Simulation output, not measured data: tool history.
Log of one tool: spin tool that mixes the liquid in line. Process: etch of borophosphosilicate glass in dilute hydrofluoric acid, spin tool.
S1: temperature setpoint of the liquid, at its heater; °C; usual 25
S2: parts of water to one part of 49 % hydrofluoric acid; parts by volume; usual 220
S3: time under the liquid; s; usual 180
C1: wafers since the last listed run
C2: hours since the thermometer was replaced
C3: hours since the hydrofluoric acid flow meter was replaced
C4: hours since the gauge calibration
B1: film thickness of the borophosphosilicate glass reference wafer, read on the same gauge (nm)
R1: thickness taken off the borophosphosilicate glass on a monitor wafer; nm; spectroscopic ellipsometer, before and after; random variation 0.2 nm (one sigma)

run	hour	S1	S2	S3	C1	C2	C3	C4	B1	R1
1	0	26.5	195	180	0	1081.2	790.1	349.2	100	44.78
2	39.9	25	220	180	318	1121.1	830	389.1	100	36.72
3	74.7	25	220	180	277	1155.9	864.8	423.9	99.98	36.79
4	133.5	25	220	180	469	1214.7	923.6	482.7	100	36.67
5	162	25	220	180	227	1243.2	952.1	511.2	100	36.68
6	195.9	25	220	180	270	1277.1	986	545.1	100.01	36.5
7	229.5	25	220	180	268	1310.7	1019.6	578.7	100.01	36.78
8	276	25	220	180	371	1357.2	1066.1	625.2	100.01	37.14
9	330.8	25	220	180	437	1412	1120.9	680	100	36.87
10	374	25	220	180	344	1455.2	1164.1	723.2	100	36.72
11	470.6	25	220	180	771	1551.8	1260.7	819.8	99.99	36.91
12	499.1	25	195	230	227	1580.3	1289.2	848.3	100	55.08
13	540.6	25	195	230	331	1621.8	1330.7	889.8	100	54.89
14	599.5	25	220	180	470	1680.7	1389.6	948.7	100	36.81
15	631.9	25	285	265	258	1713.1	1422	981.1	100.02	39.43
16	694.5	25	220	180	499	1775.7	1484.6	1043.7	100.02	37.11
17	758.3	21.5	310	80	509	1839.5	1548.4	1107.5	100.03	9.55
18	789.3	25	220	180	247	1870.5	1579.4	1138.5	100.02	36.75
19	845.5	25	220	180	448	1926.7	1635.6	1194.7	99.97	37.31
20	876.5	27.5	270	130	247	1957.7	1666.6	1225.7	99.99	22.96
21	919.2	25	220	180	340	2000.4	1709.3	1268.4	100.01	37.38
# hour 939.8: hydrofluoric acid flow meter replaced
22	984.6	25	220	180	514	2065.8	44.8	1333.8	100.01	36.05
23	1048.2	25	220	180	507	2129.4	108.4	1397.4	100	36.22
# hour 1100.1: thermometer replaced
24	1118	25	290	180	549	17.9	178.2	1467.2	100.02	25.41
25	1171.8	28.5	120	250	429	71.7	232	1521	99.99	117.95
26	1259.5	28.5	220	180	700	159.4	319.7	1608.7	99.99	41.38
27	1318.1	29.5	220	135	467	218	378.3	1667.3	100	32.33
28	1368.5	20	175	260	402	268.4	428.7	1717.7	100	57.22
# hour 1379: gauge calibrated
29	1419.6	25	220	290	407	319.5	479.8	40.6	100	58.44
30	1551.4	25	315	180	1052	451.3	611.6	172.4	99.99	23.28
31	1725.9	22	285	225	1392	625.8	786.1	346.9	99.99	29.78
32	1784.1	25	220	150	464	684	844.3	405.1	99.99	30.42
33	1823.9	25	220	180	317	723.8	884.1	444.9	99.99	36.41

The tool's hidden state at each run:
liquid hotter than its thermometer reads (K): 0 in every run
gauge reads high (%): 0 in every run
H1: hydrofluoric acid flow above the setpoint (%)
run	H1
1	1.46
2	1.52
3	1.57
4	1.66
5	1.71
6	1.76
7	1.81
8	1.88
9	1.97
10	2.03
11	2.18
12	2.23
13	2.29
14	2.38
15	2.43
16	2.53
17	2.63
18	2.68
19	2.76
20	2.81
21	2.88
22	0.113
23	0.211
24	0.319
25	0.402
26	0.538
27	0.628
28	0.706
29	0.785
30	0.989
31	1.26
32	1.35
33	1.41
